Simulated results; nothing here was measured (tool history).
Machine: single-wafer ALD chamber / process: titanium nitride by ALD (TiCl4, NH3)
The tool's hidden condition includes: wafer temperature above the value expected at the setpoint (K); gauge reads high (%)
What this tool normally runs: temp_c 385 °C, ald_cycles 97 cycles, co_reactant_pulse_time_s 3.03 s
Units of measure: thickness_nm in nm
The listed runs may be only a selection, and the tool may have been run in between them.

run	hour	temp_c	ald_cycles	co_reactant_pulse_time_s	wafers since the last listed run	hours since the last thermocouple change	hours since the showerhead was replaced	hours since the gauge calibration	read-back reference wafer on the same gauge, thickness_nm	thickness_nm
1	0.0	385	101	3.03	0	1568.5	2315.8	1118.6	2.102	2.484
# hour 11.7: gauge calibrated
2	32.4	385	101	3.03	96	1600.9	2348.2	20.7	2.128	2.515
3	68.0	385	97	3.03	106	1636.5	2383.8	56.3	2.129	2.433
4	97.1	385	97	3.03	87	1665.6	2412.9	85.4	2.130	2.419
5	151.5	385	97	3.03	162	1720.0	2467.3	139.8	2.129	2.425
6	218.7	385	97	3.03	200	1787.2	2534.5	207.0	2.126	2.436
7	290.0	385	97	3.03	213	1858.5	2605.8	278.3	2.129	2.423
8	356.2	385	97	3.03	197	1924.7	2672.0	344.5	2.128	2.417
9	418.7	385	97	2.78	186	1987.2	2734.5	407.0	2.128	2.413
10	480.7	385	97	2.78	185	2049.2	2796.5	469.0	2.125	2.404
11	513.6	385	97	2.78	98	2082.1	2829.4	501.9	2.125	2.408
12	557.1	381	103	3.03	130	2125.6	2872.9	545.4	2.122	2.566
13	596.7	381	103	3.03	118	2165.2	2912.5	585.0	2.120	2.561
14	632.0	378	97	3.03	105	2200.5	2947.8	620.3	2.122	2.415
15	666.5	378	97	3.03	103	2235.0	2982.3	654.8	2.121	2.410
# hour 728.5: thermocouple changed; heater temperature recalibrated
16	729.0	378	97	3.03	162	0.5	3044.8	717.3	2.120	2.397
17	790.0	385	97	3.03	182	61.5	3105.8	778.3	2.115	2.417
18	849.1	397	107	3.03	176	120.6	3164.9	837.4	2.116	2.690
# hour 861.0: showerhead replaced
19	895.6	385	97	3.03	115	167.1	34.6	883.9	2.111	2.417
20	939.2	373	97	3.40	130	210.7	78.2	927.5	2.109	2.401
21	988.2	385	91	3.03	146	259.7	127.2	976.5	2.110	2.253
22	1028.2	385	97	3.03	119	299.7	167.2	1016.5	2.110	2.414
# hour 1050.2: gauge calibrated
23	1069.2	381	97	3.03	122	340.7	208.2	19.0	2.129	2.423
24	1133.7	385	97	1.87	192	405.2	272.7	83.5	2.127	2.355
25	1205.3	385	97	3.03	214	476.8	344.3	155.1	2.129	2.447
26	1236.8	385	97	3.03	94	508.3	375.8	186.6	2.129	2.428
27	1291.1	385	85	3.03	162	562.6	430.1	240.9	2.129	2.126
28	1328.7	379	88	3.75	112	600.2	467.7	278.5	2.130	2.215
29	1372.6	373	105	2.26	131	644.1	511.6	322.4	2.128	2.553
30	1411.4	385	97	3.03	116	682.9	550.4	361.2	2.129	2.426
31	1443.6	396	82	2.61	96	715.1	582.6	393.4	2.130	2.058
32	1472.1	379	114	3.36	85	743.6	611.1	421.9	2.125	2.849
33	1500.5	385	97	3.40	84	772.0	639.5	450.3	2.128	2.435
34	1554.8	392	102	2.03	162	826.3	693.8	504.6	2.124	2.507
35	1589.0	395	97	3.44	102	860.5	728.0	538.8	2.125	2.458
36	1692.5	396	106	3.03	309	964.0	831.5	642.3	2.124	2.669
37	1763.5	379	97	3.03	212	1035.0	902.5	713.3	2.117	2.401
38	1820.1	394	102	3.83	169	1091.6	959.1	769.9	2.117	2.591
39	1853.0	385	97	3.03	98	1124.5	992.0	802.8	2.116	2.427

5 ways to go on from here, each from the tool as it stands after run 39. What would each give?
A	1853.6	385	97	3.03	1	1125.1	992.6	803.4	?	?
B	1853.6	385	107	2.48	1	1125.1	992.6	803.4	?	?
C	1853.6	372	82	2.65	1	1125.1	992.6	803.4	?	?
D	1853.6	385	116	3.39	1	1125.1	992.6	803.4	?	?
E	1853.6	385	108	3.03	1	1125.1	992.6	803.4	?	?

run	read-back reference wafer on the same gauge, thickness_nm	thickness_nm
A	2.116	2.427
B	2.116	2.649
C	2.116	2.008
D	2.116	2.917
E	2.116	2.702
With no hidden state in the tool, these same runs would have given:
run	thickness_nm
A	2.441
B	2.665
C	2.020
D	2.934
E	2.718

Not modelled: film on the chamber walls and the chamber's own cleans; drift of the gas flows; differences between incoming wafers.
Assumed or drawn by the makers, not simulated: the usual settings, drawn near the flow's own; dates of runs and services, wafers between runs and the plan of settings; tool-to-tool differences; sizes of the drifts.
